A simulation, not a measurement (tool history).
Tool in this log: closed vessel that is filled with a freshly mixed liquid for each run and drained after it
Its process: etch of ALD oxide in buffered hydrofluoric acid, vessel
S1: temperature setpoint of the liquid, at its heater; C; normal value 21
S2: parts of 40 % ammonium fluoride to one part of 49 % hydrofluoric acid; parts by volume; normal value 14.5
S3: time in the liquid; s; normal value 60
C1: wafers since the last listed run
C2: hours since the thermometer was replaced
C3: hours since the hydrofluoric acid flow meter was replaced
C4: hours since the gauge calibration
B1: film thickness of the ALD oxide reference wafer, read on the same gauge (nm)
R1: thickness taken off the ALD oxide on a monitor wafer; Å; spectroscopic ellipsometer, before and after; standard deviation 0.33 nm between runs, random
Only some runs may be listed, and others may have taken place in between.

| run | day | S1 | S2 | S3 | C1 | C2 | C3 | C4 | B1 | R1 |
|---|---|---|---|---|---|---|---|---|---|---|
| 1 | 0 | 23.5 | 14.5 | 60 | 0 | 1981.5 | 1364.7 | 0.3 | 110.02 | 478.9 |
| 2 | 2.167 | 23.5 | 14.5 | 60 | 5301 | 2033.5 | 1416.7 | 52.3 | 109.96 | 482.1 |
| 3 | 3.658 | 23.5 | 14.5 | 60 | 3649 | 2069.3 | 1452.5 | 88.1 | 110.01 | 481.5 |
| 4 | 6.162 | 23 | 16.5 | 60 | 6126 | 2129.4 | 1512.6 | 148.2 | 109.98 | 410.9 |
| 5 | 7.208 | 23 | 16.5 | 60 | 2558 | 2154.5 | 1537.7 | 173.3 | 109.99 | 407.1 |
| 6 | 12.592 | 21 | 14.5 | 85 | 13171 | 2283.7 | 1666.9 | 302.5 | 110.01 | 579.8 |
| 7 | 14.838 | 21 | 18 | 60 | 5494 | 2337.6 | 1720.8 | 356.4 | 109.96 | 334.1 |
| 8 | 17.138 | 21 | 18 | 60 | 5627 | 2392.8 | 1776 | 411.6 | 109.97 | 332.3 |
| 9 | 18.554 | 21 | 14.5 | 60 | 3466 | 2426.8 | 1810 | 445.6 | 110 | 405.5 |
|  | 19.367 | gauge calibrated |
| 10 | 20.746 | 21 | 14.5 | 70 | 5362 | 2479.4 | 1862.6 | 33.1 | 110.01 | 476.2 |
| 11 | 23.629 | 18.5 | 18.5 | 80 | 7054 | 2548.6 | 1931.8 | 102.3 | 109.96 | 374.4 |
| 12 | 25.042 | 21 | 14.5 | 80 | 3455 | 2582.5 | 1965.7 | 136.2 | 109.99 | 538.7 |
|  | 26.004 | hydrofluoric acid flow meter replaced |
| 13 | 27.896 | 22.5 | 19.5 | 60 | 6881 | 2651 | 45.4 | 204.7 | 109.98 | 363.3 |
|  | 27.975 | thermometer replaced |
| 14 | 29.654 | 19.5 | 12 | 35 | 4200 | 40.3 | 87.6 | 246.9 | 110.03 | 285.9 |
| 15 | 30.829 | 21 | 11.5 | 60 | 2874 | 68.5 | 115.8 | 275.1 | 109.99 | 561 |
| 16 | 32.75 | 23 | 17 | 90 | 4699 | 114.6 | 161.9 | 321.2 | 109.99 | 631.4 |
| 17 | 34.321 | 21 | 14.5 | 40 | 3843 | 152.3 | 199.6 | 358.9 | 110.02 | 296.4 |
| 18 | 37.012 | 21 | 18 | 60 | 6585 | 216.9 | 264.2 | 423.5 | 110.01 | 357.5 |

Each run again, without the hidden state but with its own random variation kept:
Unlogged tool condition in this case: liquid hotter than its thermometer reads (K); hydrofluoric acid flow below the setpoint (%); gauge reads high (%).
| run | R1 |
|---|---|
| 1 | 520.3 |
| 2 | 525.3 |
| 3 | 525.8 |
| 4 | 450.3 |
| 5 | 446.8 |
| 6 | 641 |
| 7 | 370.6 |
| 8 | 369.5 |
| 9 | 452 |
| 10 | 532.5 |
| 11 | 415.6 |
| 12 | 605.9 |
| 13 | 369 |
| 14 | 291 |
| 15 | 571.9 |
| 16 | 645.3 |
| 17 | 303.5 |
| 18 | 367.4 |

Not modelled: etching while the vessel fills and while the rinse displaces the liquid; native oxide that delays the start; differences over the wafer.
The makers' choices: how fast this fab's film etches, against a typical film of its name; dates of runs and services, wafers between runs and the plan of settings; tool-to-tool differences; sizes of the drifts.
